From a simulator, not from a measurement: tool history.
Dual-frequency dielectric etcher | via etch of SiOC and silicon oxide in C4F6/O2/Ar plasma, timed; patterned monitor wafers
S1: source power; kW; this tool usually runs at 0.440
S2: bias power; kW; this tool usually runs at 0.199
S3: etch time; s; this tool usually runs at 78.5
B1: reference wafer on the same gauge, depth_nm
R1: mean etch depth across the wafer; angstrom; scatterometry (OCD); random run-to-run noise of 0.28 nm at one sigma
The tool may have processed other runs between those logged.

{"run": 1, "day": 0.0, "S1": 0.44, "S2": 0.199, "S3": 78.5, "B1": 114.1, "R1": 1021}
{"day": 0.188, "done": "gauge calibrated"}
{"run": 2, "day": 0.962, "S1": 0.44, "S2": 0.199, "S3": 78.5, "B1": 114.9, "R1": 1032}
{"run": 3, "day": 2.454, "S1": 0.44, "S2": 0.199, "S3": 78.5, "B1": 114.6, "R1": 1028}
{"run": 4, "day": 3.262, "S1": 0.44, "S2": 0.199, "S3": 78.5, "B1": 114.6, "R1": 1028}
{"run": 5, "day": 4.346, "S1": 0.44, "S2": 0.199, "S3": 78.5, "B1": 114.5, "R1": 1021}
{"run": 6, "day": 5.442, "S1": 0.44, "S2": 0.199, "S3": 78.5, "B1": 114.4, "R1": 1027}
{"run": 7, "day": 6.633, "S1": 0.44, "S2": 0.199, "S3": 78.5, "B1": 114.2, "R1": 1023}
{"run": 8, "day": 10.054, "S1": 0.44, "S2": 0.199, "S3": 78.5, "B1": 113.8, "R1": 1023}
{"run": 9, "day": 11.083, "S1": 0.44, "S2": 0.236, "S3": 78.5, "B1": 113.7, "R1": 1074}
{"day": 11.388, "done": "gauge calibrated"}
{"day": 12.375, "done": "bias power generator calibrated"}
{"run": 10, "day": 12.396, "S1": 0.51, "S2": 0.218, "S3": 78.5, "B1": 115.0, "R1": 1146}
{"day": 13.833, "done": "wet clean of the chamber"}
{"day": 13.904, "done": "source power generator calibrated"}
{"day": 13.958, "done": "upper electrode replaced"}
{"run": 11, "day": 13.979, "S1": 0.44, "S2": 0.155, "S3": 78.5, "B1": 114.8, "R1": 960}
{"run": 12, "day": 13.996, "S1": 0.49, "S2": 0.22, "S3": 70.0, "B1": 114.8, "R1": 1006}
{"run": 13, "day": 14.342, "S1": 0.44, "S2": 0.199, "S3": 78.5, "B1": 114.8, "R1": 1029}
{"run": 14, "day": 15.354, "S1": 0.47, "S2": 0.167, "S3": 69.5, "B1": 114.7, "R1": 898}
{"run": 15, "day": 16.279, "S1": 0.44, "S2": 0.199, "S3": 78.5, "B1": 114.5, "R1": 1031}
{"run": 16, "day": 17.658, "S1": 0.33, "S2": 0.157, "S3": 78.5, "B1": 114.4, "R1": 802}

Per-run results on a tool with no hidden state, each run keeping its own random variation:
Hidden conditions of the tool in this case: etch rate over this chamber's usual, %; source power that arrives over what is set, %; bias power that arrives over what is set, %; gauge reads high (%).
run=1 R1=1029
run=2 R1=1033
run=3 R1=1031
run=4 R1=1032
run=5 R1=1025
run=6 R1=1033
run=7 R1=1030
run=8 R1=1033
run=9 R1=1086
run=10 R1=1146
run=11 R1=961
run=12 R1=1007
run=13 R1=1031
run=14 R1=901
run=15 R1=1035
run=16 R1=806

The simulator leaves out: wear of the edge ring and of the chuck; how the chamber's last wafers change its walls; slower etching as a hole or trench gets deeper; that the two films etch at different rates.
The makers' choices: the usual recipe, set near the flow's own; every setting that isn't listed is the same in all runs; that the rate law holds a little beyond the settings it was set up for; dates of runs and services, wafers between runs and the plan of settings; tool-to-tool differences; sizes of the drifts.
